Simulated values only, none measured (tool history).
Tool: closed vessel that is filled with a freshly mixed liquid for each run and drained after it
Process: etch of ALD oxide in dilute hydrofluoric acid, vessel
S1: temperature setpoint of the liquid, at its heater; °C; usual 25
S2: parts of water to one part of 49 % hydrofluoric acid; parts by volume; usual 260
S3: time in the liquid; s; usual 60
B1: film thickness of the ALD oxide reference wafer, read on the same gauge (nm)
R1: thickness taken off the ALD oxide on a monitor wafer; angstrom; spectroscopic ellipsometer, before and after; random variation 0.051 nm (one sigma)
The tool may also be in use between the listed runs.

run,hour,S1,S2,S3,B1,R1
1,0,25,260,60,111.96,58.2
2,73.4,25,260,60,111.93,57
3,110.5,25,260,60,111.9,57.7
# hour 323.8: thermometer replaced
4,387.3,25,260,60,111.85,57.6
# hour 538.8: gauge calibrated
5,539.5,25,260,60,120.36,61.3
6,582.4,26,260,60,120.01,62.7
7,666.3,26,260,60,119.4,63.8
8,755.9,26,260,60,118.87,63
9,839.7,25,260,60,118.33,60.9
10,1041,25,260,60,117.27,60.4
11,1094.7,25,260,60,117.02,60.2
12,1145,29.5,320,60,116.73,53.4
13,1184.2,22,260,75,116.58,68.2
14,1288.7,26.5,320,50,116.14,40.2
15,1431.5,26.5,320,50,115.56,39.6
16,1509.4,25,260,80,115.3,79.4
17,1559.6,25,260,60,115.05,59.4
# hour 1580: thermometer replaced
18,1662.3,21,355,60,114.79,34.4
19,1702,29.5,145,50,114.6,116.8
# hour 1739.1: hydrofluoric acid flow meter replaced
20,1762.7,22,260,60,114.47,52.9
21,1848.2,25,225,60,114.2,70.7
22,1897.2,27,185,30,114.04,48.8
23,1946.5,25,170,60,113.94,98.8
24,2028.2,27.5,385,60,113.75,38.1
25,2074.4,25,260,60,113.65,59.2
26,2157.2,26.5,260,60,113.44,61.4
27,2216.2,25,310,80,113.31,63.2
28,2290.2,25,160,60,113.19,105.4
29,2376.3,22,185,60,112.99,78.7
30,2462.6,25,260,60,112.88,58.6
31,2627.1,22,370,60,112.58,32.9
32,2718.6,25,385,75,112.52,43.1
# hour 2811.5: thermometer replaced
33,2826.1,25,260,60,112.29,56.6
34,2875.6,30,335,80,112.23,65.3
35,2978,27.5,300,85,112.12,73.7

Measured less the same run without the tool's hidden state. The same run-to-run variation is in both; the gauge's scatter may not be:
The hidden state here: liquid colder than its thermometer reads (K); hydrofluoric acid flow above the setpoint (%); gauge reads high (%).
run,R1
1,-4.2
2,-4.1
3,-4.2
4,-4.3
5,+0.2
6,+0
7,-0.3
8,-0.6
9,-0.8
10,-1.4
11,-1.5
12,-1.5
13,-2
14,-1.3
15,-1.5
16,-3.2
17,-2.5
18,-1.6
19,-5.5
20,-2.6
21,-3.5
22,-2.5
23,-5.2
24,-2.1
25,-3.3
26,-3.6
27,-3.8
28,-6.4
29,-4.8
30,-3.7
31,-2.2
32,-2.9
33,-3.8
34,-4.5
35,-5.1

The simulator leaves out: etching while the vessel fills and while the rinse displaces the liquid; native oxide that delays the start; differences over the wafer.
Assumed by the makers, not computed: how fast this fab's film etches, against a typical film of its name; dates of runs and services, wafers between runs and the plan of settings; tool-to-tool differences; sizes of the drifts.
